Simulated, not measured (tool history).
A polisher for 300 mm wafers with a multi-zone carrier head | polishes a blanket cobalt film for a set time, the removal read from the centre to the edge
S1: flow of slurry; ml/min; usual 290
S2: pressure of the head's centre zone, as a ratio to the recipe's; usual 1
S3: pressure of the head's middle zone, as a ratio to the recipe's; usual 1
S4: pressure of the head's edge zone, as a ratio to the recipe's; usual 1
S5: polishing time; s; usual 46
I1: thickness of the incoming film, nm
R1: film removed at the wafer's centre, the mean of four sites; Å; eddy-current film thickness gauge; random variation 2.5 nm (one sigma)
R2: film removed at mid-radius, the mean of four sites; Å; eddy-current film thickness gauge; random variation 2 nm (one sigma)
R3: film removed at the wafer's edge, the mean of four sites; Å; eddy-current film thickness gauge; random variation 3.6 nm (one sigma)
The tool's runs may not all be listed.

run,day,S1,S2,S3,S4,S5,I1,R1,R2,R3
1,0,290,1,1,1,46,1143.8,2969,2711,2760
# day 0.946: carrier head's membrane replaced by a new one
# day 2.488: worn pad replaced by a new one
# day 2.621: edge zone pressure recalibrated
2,2.85,290,1,1,1,46,1170.2,2958,2721,2703
3,4.85,290,1,1,1,46,1170.4,2987,2699,2703
4,7.058,290,1,1,1,46,1177.8,3009,2690,2700
5,8.888,290,1,1,1,46,1169.7,3015,2717,2747
6,11.688,290,1,0.88,1.04,46,1160.6,2975,2454,2804
# day 13.042: slurry nozzle cleaned
7,13.5,290,1,1,1,46,1156.1,3061,2723,2709
8,15.346,290,1,1,1,46,1136.4,3030,2773,2768
# day 16.442: worn pad replaced by a new one, of another model than before
# day 16.938: centre zone pressure recalibrated
9,18.046,290,1,1,1,46,1166,2773,2718,2736
10,20.796,380,0.92,1,0.97,55,1159.5,3160,3281,3244
11,23.462,290,1,1,1,46,1171.8,2848,2694,2693
12,25.358,290,1.12,1,1.06,60,1142.9,4201,3539,3691
13,27.671,290,1,1,1,46,1143.7,2906,2715,2658
14,29.417,290,1,0.9,1,46,1155.6,2909,2490,2756
# day 30.088: worn pad replaced by a new one
# day 30.329: slurry nozzle cleaned
15,31.579,195,0.89,0.91,1,46,1163,2538,2474,2690
16,33.529,290,1,1,1.11,34,1165.8,2207,1991,2098
17,36.033,290,1,1,1,46,1160.6,3004,2751,2738
18,37.242,290,1,0.96,1,46,1164.4,2983,2639,2762
19,39.046,290,1,1,1.06,46,1167.9,2986,2752,2815
20,40.562,315,0.89,1,1.1,39,1153.5,2225,2342,2434
21,42.962,350,1,1,1,54,1147.9,3545,3253,3185
# day 43.788: edge zone pressure recalibrated
22,44.558,245,1,1,1.11,46,1156.2,2986,2699,2829

Forecast each of these 4 alternatives for the next run:
A,44.575,290,1.09,1,1,46,1164.4,?,?,?
B,44.575,290,1.07,1,0.95,46,1164.4,?,?,?
C,44.575,355,1,0.89,1.09,46,1164.4,?,?,?
D,44.575,290,1.05,1,1,46,1164.4,?,?,?

run,R1,R2,R3
A,3261,2703,2727
B,3201,2704,2661
C,3021,2477,2870
D,3141,2704,2727
Without the tool's hidden state the same runs would have given:
run,R1,R2,R3
A,2969,2705,2727
B,2915,2705,2661
C,2749,2478,2870
D,2860,2705,2727
